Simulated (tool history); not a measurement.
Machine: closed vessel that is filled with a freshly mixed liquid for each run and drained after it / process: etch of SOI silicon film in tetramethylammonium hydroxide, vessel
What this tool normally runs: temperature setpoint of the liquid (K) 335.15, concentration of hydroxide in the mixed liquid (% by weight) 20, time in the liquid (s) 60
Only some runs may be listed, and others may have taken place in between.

run   hour  temperature setpoint of the liquid (K)  concentration of hydroxide in the mixed liquid (% by weight)  time in the liquid (s)  wafers since the last listed run  hours since the thermometer was replaced  hours since the hydroxide flow meter was replaced  hours since the gauge calibration  read-back film thickness of the SOI silicon film reference wafer, read on the same gauge (nm)  thickness taken off the SOI silicon film on a monitor wafer (nm)
  1      0                                  335.15                                                            20                      85                                 0                                    1025.3                                                962                               16.9                                                                                         129.99                                                             324.4
  2    6.8                                  335.15                                                            20                      85                               954                                    1032.1                                              968.8                               23.7                                                                                         130.03                                                            324.79
  3   14.5                                  335.15                                                            20                      85                              1080                                    1039.8                                              976.5                               31.4                                                                                         130.03                                                            325.75
  4   22.7                                  330.65                                                            20                      60                              1151                                      1048                                              984.7                               39.6                                                                                         129.99                                                            173.83
  5   37.6                                  330.65                                                            20                      60                              2091                                    1062.9                                              999.6                               54.5                                                                                         130.01                                                            174.06
  6   48.4                                  335.15                                                            20                      60                              1516                                    1073.7                                             1010.4                               65.3                                                                                         129.99                                                            231.35
      52.2  -- hydroxide flow meter replaced
  7   57.6                                  335.15                                                            20                      60                              1151                                    1082.9                                                5.4                               74.5                                                                                         130.03                                                            229.97
  8   70.8                                  335.15                                                            20                      60                              1853                                    1096.1                                               18.6                               87.7                                                                                         130.01                                                            229.95
  9   76.9                                  332.15                                                            16                      60                               856                                    1102.2                                               24.7                               93.8                                                                                         129.99                                                            210.64
      77.4  -- gauge calibrated
 10   83.1                                  335.15                                                            20                      85                               870                                    1108.4                                               30.9                                5.7                                                                                         130.01                                                             328.3
      91.7  -- thermometer replaced
 11     93                                  339.15                                                            15                      60                              1249                                       1.3                                               40.8                               15.6                                                                                            130                                                            283.01
 12  106.8                                  335.15                                                            23                      40                              1937                                      15.1                                               54.6                               29.4                                                                                         130.01                                                            120.62
 13  113.8                                  335.15                                                            20                      90                               982                                      22.1                                               61.6                               36.4                                                                                         129.98                                                            300.16
 14  119.8                                  335.15                                                            20                      35                               842                                      28.1                                               67.6                               42.4                                                                                         129.99                                                            116.07
 15  132.1                                  340.15                                                          15.5                      60                              1726                                      40.4                                               79.9                               54.7                                                                                         130.01                                                            299.02
 16  147.9                                  330.15                                                            20                      30                              2218                                      56.2                                               95.7                               70.5                                                                                         130.01                                                             73.23

Each row is a separate what-if for the run after 16, all from the same tool condition, not one after another. Results?
  A  148.6                                  335.15                                                            20                      60                                98                                      56.9                                               96.4                               71.2                                                                                              ?                                                                 ?
  B  148.6                                  331.15                                                            20                      95                                98                                      56.9                                               96.4                               71.2                                                                                              ?                                                                 ?
  C  148.6                                  337.15                                                          23.5                      95                                98                                      56.9                                               96.4                               71.2                                                                                              ?                                                                 ?
  D  148.6                                  332.15                                                            20                      60                                98                                      56.9                                               96.4                               71.2                                                                                              ?                                                                 ?
  E  148.6                                  329.65                                                            17                      50                                98                                      56.9                                               96.4                               71.2                                                                                              ?                                                                 ?

run  read-back film thickness of the SOI silicon film reference wafer, read on the same gauge (nm)  thickness taken off the SOI silicon film on a monitor wafer (nm)
  A                                                                                            130                                                            202.24
  B                                                                                            130                                                            249.47
  C                                                                                            130                                                               320
  D                                                                                            130                                                            167.84
  E                                                                                            130                                                            127.76
Stripped of hidden state, with their random variation kept, the same runs would have yielded:
run  thickness taken off the SOI silicon film on a monitor wafer (nm)
  A                                                            199.77
  B                                                            246.32
  C                                                            316.13
  D                                                            165.74
  E                                                            126.14
